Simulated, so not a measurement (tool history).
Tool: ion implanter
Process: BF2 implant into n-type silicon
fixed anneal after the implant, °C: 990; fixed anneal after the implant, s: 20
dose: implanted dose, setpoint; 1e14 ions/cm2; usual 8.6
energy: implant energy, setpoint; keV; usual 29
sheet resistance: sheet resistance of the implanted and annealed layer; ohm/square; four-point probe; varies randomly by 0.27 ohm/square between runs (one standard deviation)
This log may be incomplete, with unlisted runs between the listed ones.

run   hour   dose  energy  read-back reference wafer on the same gauge, sheet resistance  sheet resistance
  1      0   7.58    23.5                                                          177.3            204.79
  2    6.9   7.58    23.5                                                         177.34            204.61
      13.3  -- gauge calibrated
  3   20.3   7.48      29                                                         175.98            188.68
  4   28.6    8.6    22.5                                                         176.14            197.71
  5   43.7    8.6    22.5                                                         176.24            197.44
  6   59.1   10.6      29                                                         176.26            165.76
  7   75.5   10.6      29                                                         176.44            165.83
  8   85.6    8.6      29                                                         176.49            177.83
        94  -- Faraday cup replaced and dose calibrated
  9  100.4    8.6      29                                                         176.58            178.28
 10  112.2    6.8      26                                                         176.66            205.33
 11  127.7    8.6      29                                                         176.84            178.32
     137.8  -- extraction supply calibrated
 12  138.3   6.93    33.5                                                         176.85            188.16
 13  148.3    8.6    22.5                                                          176.9            198.52
 14  158.6   10.6      29                                                         177.01            166.47
 15  174.7   7.48    19.5                                                         177.15            220.71
 16  188.7    8.6      29                                                         177.21            178.83
     190.6  -- gauge calibrated
 17  198.3   9.72      20                                                         176.05            201.58
 18  204.5  10.32    38.5                                                         176.17            147.57
 19  254.1  10.16      29                                                         176.56            168.18

What does the tool deliver on the next run?
 20  269.3  6.51      29                                                              ?                 ?

read-back reference wafer on the same gauge, sheet resistance: 176.61
sheet resistance: 203.29 ohm/square
Had the tool carried no hidden state, the very same run would have given sheet resistance 202.53 ohm/square.
